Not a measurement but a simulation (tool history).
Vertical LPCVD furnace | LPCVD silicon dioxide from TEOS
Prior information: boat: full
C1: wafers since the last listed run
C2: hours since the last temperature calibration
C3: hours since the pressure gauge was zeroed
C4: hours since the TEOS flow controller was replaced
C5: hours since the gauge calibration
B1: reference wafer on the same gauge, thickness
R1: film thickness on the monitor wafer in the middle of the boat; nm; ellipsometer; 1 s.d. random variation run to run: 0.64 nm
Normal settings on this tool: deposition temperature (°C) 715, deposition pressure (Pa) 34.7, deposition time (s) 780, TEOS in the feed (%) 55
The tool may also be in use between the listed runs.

run 1 hour=0 | deposition_temperature_(°C)=715 deposition_pressure_(Pa)=34.7 deposition_time_(s)=780 TEOS_in_the_feed_(%)=55 | C1=0 C2=2202.9 C3=4621.1 C4=3850.1 C5=351.9 | B1=126.89 | R1=116.38
-- hour=38.4 thermocouples replaced and temperature profile calibrated
run 2 hour=38.9 | deposition_temperature_(°C)=715 deposition_pressure_(Pa)=34.7 deposition_time_(s)=780 TEOS_in_the_feed_(%)=55 | C1=304 C2=0.5 C3=4660 C4=3889 C5=390.8 | B1=127.16 | R1=119
run 3 hour=42.1 | deposition_temperature_(°C)=715 deposition_pressure_(Pa)=34.7 deposition_time_(s)=780 TEOS_in_the_feed_(%)=55 | C1=65 C2=3.7 C3=4663.2 C4=3892.2 C5=394 | B1=127.01 | R1=117.84
run 4 hour=63.8 | deposition_temperature_(°C)=715 deposition_pressure_(Pa)=34.7 deposition_time_(s)=780 TEOS_in_the_feed_(%)=55 | C1=443 C2=25.4 C3=4684.9 C4=3913.9 C5=415.7 | B1=127.32 | R1=117.37
run 5 hour=168.7 | deposition_temperature_(°C)=715 deposition_pressure_(Pa)=34.7 deposition_time_(s)=780 TEOS_in_the_feed_(%)=55 | C1=2144 C2=130.3 C3=4789.8 C4=4018.8 C5=520.6 | B1=127.73 | R1=118.28
run 6 hour=195.8 | deposition_temperature_(°C)=715 deposition_pressure_(Pa)=34.7 deposition_time_(s)=780 TEOS_in_the_feed_(%)=55 | C1=554 C2=157.4 C3=4816.9 C4=4045.9 C5=547.7 | B1=127.98 | R1=118.43
run 7 hour=212.5 | deposition_temperature_(°C)=721 deposition_pressure_(Pa)=34.7 deposition_time_(s)=690 TEOS_in_the_feed_(%)=55 | C1=341 C2=174.1 C3=4833.6 C4=4062.6 C5=564.4 | B1=128.09 | R1=119.6
-- hour=244.9 pressure gauge zeroed
run 8 hour=313.6 | deposition_temperature_(°C)=715 deposition_pressure_(Pa)=28.7 deposition_time_(s)=780 TEOS_in_the_feed_(%)=55 | C1=1576 C2=275.2 C3=68.7 C4=4163.7 C5=665.5 | B1=128.49 | R1=108.52
run 9 hour=340.6 | deposition_temperature_(°C)=726 deposition_pressure_(Pa)=34.7 deposition_time_(s)=780 TEOS_in_the_feed_(%)=64 | C1=552 C2=302.2 C3=95.7 C4=4190.7 C5=692.5 | B1=128.72 | R1=163.7
run 10 hour=423.1 | deposition_temperature_(°C)=708 deposition_pressure_(Pa)=34.7 deposition_time_(s)=930 TEOS_in_the_feed_(%)=60 | C1=1686 C2=384.7 C3=178.2 C4=4273.2 C5=775 | B1=128.95 | R1=127.73
run 11 hour=437.1 | deposition_temperature_(°C)=718 deposition_pressure_(Pa)=29.3 deposition_time_(s)=1080 TEOS_in_the_feed_(%)=55 | C1=286 C2=398.7 C3=192.2 C4=4287.2 C5=789 | B1=129.18 | R1=162.41
run 12 hour=456.8 | deposition_temperature_(°C)=715 deposition_pressure_(Pa)=34.7 deposition_time_(s)=780 TEOS_in_the_feed_(%)=55 | C1=402 C2=418.4 C3=211.9 C4=4306.9 C5=808.7 | B1=129.22 | R1=119.66
run 13 hour=482.8 | deposition_temperature_(°C)=715 deposition_pressure_(Pa)=34.7 deposition_time_(s)=1080 TEOS_in_the_feed_(%)=55 | C1=531 C2=444.4 C3=237.9 C4=4332.9 C5=834.7 | B1=129.42 | R1=166.54
run 14 hour=514.4 | deposition_temperature_(°C)=724 deposition_pressure_(Pa)=31.3 deposition_time_(s)=960 TEOS_in_the_feed_(%)=51 | C1=646 C2=476 C3=269.5 C4=4364.5 C5=866.3 | B1=129.46 | R1=164.21
run 15 hour=530.5 | deposition_temperature_(°C)=722 deposition_pressure_(Pa)=34.7 deposition_time_(s)=780 TEOS_in_the_feed_(%)=51 | C1=329 C2=492.1 C3=285.6 C4=4380.6 C5=882.4 | B1=129.57 | R1=135.36
run 16 hour=550.7 | deposition_temperature_(°C)=715 deposition_pressure_(Pa)=28.7 deposition_time_(s)=510 TEOS_in_the_feed_(%)=55 | C1=413 C2=512.3 C3=305.8 C4=4400.8 C5=902.6 | B1=129.59 | R1=70.98
run 17 hour=578.3 | deposition_temperature_(°C)=715 deposition_pressure_(Pa)=34.7 deposition_time_(s)=780 TEOS_in_the_feed_(%)=46 | C1=564 C2=539.9 C3=333.4 C4=4428.4 C5=930.2 | B1=129.81 | R1=110.08
run 18 hour=607.6 | deposition_temperature_(°C)=715 deposition_pressure_(Pa)=40 deposition_time_(s)=960 TEOS_in_the_feed_(%)=55 | C1=599 C2=569.2 C3=362.7 C4=4457.7 C5=959.5 | B1=129.96 | R1=159.42
-- hour=632.5 TEOS flow controller replaced
run 19 hour=633 | deposition_temperature_(°C)=707 deposition_pressure_(Pa)=34.7 deposition_time_(s)=780 TEOS_in_the_feed_(%)=55 | C1=28 C2=594.6 C3=388.1 C4=0.5 C5=984.9 | B1=130 | R1=100.03
-- hour=649.9 gauge calibrated
run 20 hour=652.3 | deposition_temperature_(°C)=715 deposition_pressure_(Pa)=34.7 deposition_time_(s)=780 TEOS_in_the_feed_(%)=55 | C1=394 C2=613.9 C3=407.4 C4=19.8 C5=2.4 | B1=125.39 | R1=115.08
run 21 hour=683.3 | deposition_temperature_(°C)=715 deposition_pressure_(Pa)=40 deposition_time_(s)=960 TEOS_in_the_feed_(%)=55 | C1=633 C2=644.9 C3=438.4 C4=50.8 C5=33.4 | B1=125.48 | R1=151.92
run 22 hour=705.2 | deposition_temperature_(°C)=715 deposition_pressure_(Pa)=40 deposition_time_(s)=780 TEOS_in_the_feed_(%)=52 | C1=447 C2=666.8 C3=460.3 C4=72.7 C5=55.3 | B1=125.51 | R1=121.84
run 23 hour=733.6 | deposition_temperature_(°C)=712 deposition_pressure_(Pa)=34.7 deposition_time_(s)=540 TEOS_in_the_feed_(%)=55 | C1=580 C2=695.2 C3=488.7 C4=101.1 C5=83.7 | B1=125.68 | R1=75.03
run 24 hour=749.2 | deposition_temperature_(°C)=715 deposition_pressure_(Pa)=34.7 deposition_time_(s)=780 TEOS_in_the_feed_(%)=55 | C1=318 C2=710.8 C3=504.3 C4=116.7 C5=99.3 | B1=125.87 | R1=116.24
run 25 hour=782.9 | deposition_temperature_(°C)=711 deposition_pressure_(Pa)=30 deposition_time_(s)=630 TEOS_in_the_feed_(%)=47 | C1=689 C2=744.5 C3=538 C4=150.4 C5=133 | B1=126.05 | R1=73.86
run 26 hour=808.2 | deposition_temperature_(°C)=715 deposition_pressure_(Pa)=34.7 deposition_time_(s)=780 TEOS_in_the_feed_(%)=55 | C1=517 C2=769.8 C3=563.3 C4=175.7 C5=158.3 | B1=126.01 | R1=115.71
run 27 hour=839 | deposition_temperature_(°C)=706 deposition_pressure_(Pa)=40.7 deposition_time_(s)=900 TEOS_in_the_feed_(%)=49 | C1=629 C2=800.6 C3=594.1 C4=206.5 C5=189.1 | B1=126.23 | R1=111.92
run 28 hour=884.9 | deposition_temperature_(°C)=715 deposition_pressure_(Pa)=34.7 deposition_time_(s)=960 TEOS_in_the_feed_(%)=55 | C1=938 C2=846.5 C3=640 C4=252.4 C5=235 | B1=126.51 | R1=143.59
run 29 hour=901.1 | deposition_temperature_(°C)=715 deposition_pressure_(Pa)=34.7 deposition_time_(s)=780 TEOS_in_the_feed_(%)=49 | C1=331 C2=862.7 C3=656.2 C4=268.6 C5=251.2 | B1=126.48 | R1=109.85
run 30 hour=936.9 | deposition_temperature_(°C)=715 deposition_pressure_(Pa)=40.7 deposition_time_(s)=930 TEOS_in_the_feed_(%)=55 | C1=731 C2=898.5 C3=692 C4=304.4 C5=287 | B1=126.66 | R1=151.43
run 31 hour=951.9 | deposition_temperature_(°C)=703 deposition_pressure_(Pa)=34.7 deposition_time_(s)=780 TEOS_in_the_feed_(%)=48 | C1=306 C2=913.5 C3=707 C4=319.4 C5=302 | B1=126.84 | R1=82.51

Describe how what the log doesn't record of the tool's condition differs between the last listed run preceding each entry between runs and the first listed run following it.
In the gap between runs 1 and 2: thermocouples replaced and temperature profile calibrated (hour 38.4)
  gauge reads high (%): 2.34 -> 2.5
  measured value less the no-hidden-state value, R1: +2.67 -> +2.9 nm
In the gap between runs 7 and 8: pressure gauge zeroed (hour 244.9)
  gauge reads high (%): 3.19 -> 3.6
  measured value less the no-hidden-state value, R1: +3.7 -> +3.77 nm
In the gap between runs 18 and 19: TEOS flow controller replaced (hour 632.5)
  gauge reads high (%): 4.77 -> 4.88
  measured value less the no-hidden-state value, R1: +7.27 -> +4.65 nm
In the gap between runs 19 and 20: gauge calibrated (hour 649.9)
  gauge reads high (%): 4.88 -> 1.04
  measured value less the no-hidden-state value, R1: +4.65 -> +1.19 nm
